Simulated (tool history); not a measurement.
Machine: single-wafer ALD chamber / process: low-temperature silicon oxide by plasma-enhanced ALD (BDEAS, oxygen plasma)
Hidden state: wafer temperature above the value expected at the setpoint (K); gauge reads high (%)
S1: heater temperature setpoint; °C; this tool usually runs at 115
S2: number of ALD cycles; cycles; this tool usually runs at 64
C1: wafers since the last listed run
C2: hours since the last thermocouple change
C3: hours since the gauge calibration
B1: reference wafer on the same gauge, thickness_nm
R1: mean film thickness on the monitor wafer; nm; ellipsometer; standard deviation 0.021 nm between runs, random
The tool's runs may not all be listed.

Run 1, hour 0.0: usual settings but S1 104 °C, S2 57 cycles; C1 0; C2 320.9; C3 1069.8; B1 7.183. Result: R1 7.556 nm.
Run 2, hour 94.6: usual settings but S1 105 °C; C1 325; C2 415.5; C3 1164.4; B1 7.178. Result: R1 8.455 nm.
Run 3, hour 177.6: usual settings but S1 105 °C; C1 285; C2 498.5; C3 1247.4; B1 7.181. Result: R1 8.471 nm.
Run 4, hour 221.7: usual settings; C1 151; C2 542.6; C3 1291.5; B1 7.183. Result: R1 8.312 nm.
Run 5, hour 262.7: usual settings; C1 140; C2 583.6; C3 1332.5; B1 7.177. Result: R1 8.326 nm.
Run 6, hour 351.0: usual settings; C1 303; C2 671.9; C3 1420.8; B1 7.178. Result: R1 8.326 nm.
Run 7, hour 434.7: usual settings but S2 71 cycles; C1 287; C2 755.6; C3 1504.5; B1 7.180. Result: R1 9.231 nm.
Run 8, hour 491.5: usual settings but S2 71 cycles; C1 195; C2 812.4; C3 1561.3; B1 7.182. Result: R1 9.231 nm.
Run 9, hour 637.4: usual settings but S2 60 cycles; C1 501; C2 958.3; C3 1707.2; B1 7.175. Result: R1 7.780 nm.
Run 10, hour 737.8: usual settings; C1 345; C2 1058.7; C3 1807.6; B1 7.181. Result: R1 8.353 nm.
Run 11, hour 829.8: usual settings but S2 70 cycles; C1 316; C2 1150.7; C3 1899.6; B1 7.181. Result: R1 9.148 nm.
Run 12, hour 917.5: usual settings but S2 70 cycles; C1 301; C2 1238.4; C3 1987.3; B1 7.178. Result: R1 9.104 nm.
Run 13, hour 994.6: usual settings but S2 70 cycles; C1 265; C2 1315.5; C3 2064.4; B1 7.175. Result: R1 9.099 nm.
Run 14, hour 1066.8: usual settings but S1 123 °C; C1 248; C2 1387.7; C3 2136.6; B1 7.177. Result: R1 8.249 nm.
At hour 1170.7: thermocouple changed; heater temperature recalibrated.
Run 15, hour 1171.2: usual settings but S1 123 °C; C1 331; C2 0.5; C3 2241.0; B1 7.179. Result: R1 8.151 nm.
Run 16, hour 1212.7: usual settings but S1 123 °C; C1 142; C2 42.0; C3 2282.5; B1 7.182. Result: R1 8.163 nm.
Run 17, hour 1276.7: usual settings but S1 107 °C, S2 57 cycles; C1 220; C2 106.0; C3 2346.5; B1 7.176. Result: R1 7.475 nm.
Run 18, hour 1334.0: usual settings but S1 107 °C, S2 57 cycles; C1 197; C2 163.3; C3 2403.8; B1 7.178. Result: R1 7.495 nm.
Run 19, hour 1427.4: usual settings; C1 321; C2 256.7; C3 2497.2; B1 7.175. Result: R1 8.295 nm.
Run 20, hour 1497.6: usual settings but S1 122 °C, S2 74 cycles; C1 241; C2 326.9; C3 2567.4; B1 7.182. Result: R1 9.516 nm.
Run 21, hour 1594.6: usual settings but S1 122 °C, S2 75 cycles; C1 333; C2 423.9; C3 2664.4; B1 7.183. Result: R1 9.662 nm.
Run 22, hour 1656.6: usual settings but S2 57 cycles; C1 213; C2 485.9; C3 2726.4; B1 7.182. Result: R1 7.430 nm.
Run 23, hour 1715.3: usual settings but S1 121 °C, S2 53 cycles; C1 201; C2 544.6; C3 2785.1; B1 7.178. Result: R1 6.830 nm.
Run 24, hour 1786.9: usual settings but S1 104 °C; C1 246; C2 616.2; C3 2856.7; B1 7.182. Result: R1 8.494 nm.
At hour 1831.6: gauge calibrated.
Run 25, hour 1831.8: usual settings; C1 154; C2 661.1; C3 0.2; B1 7.180. Result: R1 8.351 nm.
Run 26, hour 1914.8: usual settings; C1 285; C2 744.1; C3 83.2; B1 7.178. Result: R1 8.318 nm.
Run 27, hour 1959.4: usual settings but S1 120 °C, S2 57 cycles; C1 153; C2 788.7; C3 127.8; B1 7.183. Result: R1 7.383 nm.
Run 28, hour 2043.7: usual settings but S1 125 °C, S2 75 cycles; C1 289; C2 873.0; C3 212.1; B1 7.180. Result: R1 9.591 nm.
Run 29, hour 2141.4: usual settings but S1 125 °C, S2 68 cycles; C1 335; C2 970.7; C3 309.8; B1 7.187. Result: R1 8.718 nm.
Run 30, hour 2206.7: usual settings but S1 126 °C, S2 53 cycles; C1 224; C2 1036.0; C3 375.1; B1 7.180. Result: R1 6.747 nm.
Run 31, hour 2267.6: usual settings but S1 125 °C, S2 58 cycles; C1 209; C2 1096.9; C3 436.0; B1 7.177. Result: R1 7.446 nm.

Run 32 comes next. What will it give?
Run 32, hour 2358.1: usual settings but S1 120 °C, S2 59 cycles; C1 311; C2 1187.4; C3 526.5; B1 ?. Result: R1 ?.

B1: 7.184
R1: 7.646 nm
Take away the tool's hidden state, keep the run-to-run variation as it was, and the same run would have given R1 7.567 nm.

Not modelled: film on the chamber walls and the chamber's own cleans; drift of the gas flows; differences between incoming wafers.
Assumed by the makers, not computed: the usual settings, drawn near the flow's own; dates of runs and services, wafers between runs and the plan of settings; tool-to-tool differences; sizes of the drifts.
